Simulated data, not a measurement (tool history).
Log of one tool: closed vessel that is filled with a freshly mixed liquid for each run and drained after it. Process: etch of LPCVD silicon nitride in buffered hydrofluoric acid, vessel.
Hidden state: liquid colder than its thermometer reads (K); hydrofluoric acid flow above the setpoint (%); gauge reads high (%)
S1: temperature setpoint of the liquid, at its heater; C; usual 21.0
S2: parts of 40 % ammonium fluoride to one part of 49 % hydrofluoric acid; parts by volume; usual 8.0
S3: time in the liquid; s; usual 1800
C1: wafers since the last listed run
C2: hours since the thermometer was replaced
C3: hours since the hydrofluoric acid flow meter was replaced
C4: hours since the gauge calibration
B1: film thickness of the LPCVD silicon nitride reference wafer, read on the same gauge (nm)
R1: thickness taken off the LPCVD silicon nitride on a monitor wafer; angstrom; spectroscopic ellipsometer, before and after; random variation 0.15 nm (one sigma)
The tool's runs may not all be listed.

run    hour    S1    S2    S3    C1     C2     C3      C4      B1     R1
  1     0.0  17.5   8.0  1800     0   11.8  478.7   550.4  109.97  221.6
  2    93.3  18.5   6.5  1800  2501  105.1  572.0   643.7  110.00  287.3
  3   191.9  18.5   6.5  1800  2643  203.7  670.6   742.3  110.02  288.1
  4   238.1  18.5   6.5  1800  1238  249.9  716.8   788.5  109.97  291.0
  5   309.2  21.0   8.0  1800  1906  321.0  787.9   859.6  109.98  272.7
  6   405.6  21.0   6.5  1800  2584  417.4  884.3   956.0  110.03  331.6
      433.0  -- hydrofluoric acid flow meter replaced
  7   456.5  21.0   6.5  1800  1338  468.3   23.5  1006.9  110.04  318.5
  8   501.8  21.0   6.5  1800  1214  513.6   68.8  1052.2  109.98  321.8
  9   603.3  21.0   8.0  1800  2721  615.1  170.3  1153.7  109.99  261.8
 10   670.7  21.0   8.0  1800  1807  682.5  237.7  1221.1  110.01  259.0
      753.7  -- thermometer replaced
 11   764.5  22.0   8.0  2380  2488   10.8  331.5  1314.9  110.00  377.9
 12   859.3  22.0   8.0  2380  2541  105.6  426.3  1409.7  109.97  374.4
      863.6  -- gauge calibrated
 13   897.5  22.0   8.0  2380  1024  143.8  464.5    33.9  110.00  373.7
 14   961.5  21.0  10.0  1800  1716  207.8  528.5    97.9  110.00  221.7
 15  1058.4  21.0   6.5  2375  2598  304.7  625.4   194.8  110.00  437.7
 16  1095.9  21.0   9.0  1090  1005  342.2  662.9   232.3  109.99  144.9
 17  1188.8  25.5  11.0  2330  2491  435.1  755.8   325.2  109.99  338.7
 18  1252.3  17.0   8.0  2880  1702  498.6  819.3   388.7  110.02  345.6
     1314.9  -- hydrofluoric acid flow meter replaced
 19  1327.2  21.0   8.0  1800  1981  573.5   12.3   463.6  110.03  257.8
 20  1389.1  21.0   8.0  1800  1659  635.4   74.2   525.5  110.01  258.2
 21  1435.7  17.5   9.0  2365  1249  682.0  120.8   572.1  109.99  243.9
 22  1519.8  19.5   8.0  1800  2255  766.1  204.9   656.2  109.99  238.4
     1581.2  -- thermometer replaced
 23  1623.7  21.0   6.5  1800  2759   42.5  308.8   760.1  110.01  329.1
 24  1673.9  21.0   6.5   995  1346   92.7  359.0   810.3  110.01  183.0
 25  1746.2  21.0   8.0  1800  1938  165.0  431.3   882.6  110.02  266.2
 26  1844.9  21.0   8.0  1800  2646  263.7  530.0   981.3  109.98  270.5
 27  1951.5  21.0   6.5  1800  2858  370.3  636.6  1087.9  109.97  332.0
 28  2039.6  17.0   7.0  1800  2362  458.4  724.7  1176.0  109.98  243.9
 29  2080.8  21.0   8.0  2875  1104  499.6  765.9  1217.2  110.02  432.5

3 ways to go on from here, each from the tool as it stands after run 29. What would each give?
  A  2082.0  21.0   8.0  1800  32  500.8  767.1  1218.4   ?   ?
  B  2082.0  21.0   8.0  2460  32  500.8  767.1  1218.4   ?   ?
  C  2082.0  26.0  10.5  1210  32  500.8  767.1  1218.4   ?   ?

run      B1     R1
  A  110.00  271.1
  B  110.00  370.5
  C  110.00  187.4
Without the tool's hidden state the same runs would have given:
run     R1
  A  265.0
  B  362.2
  C  183.9
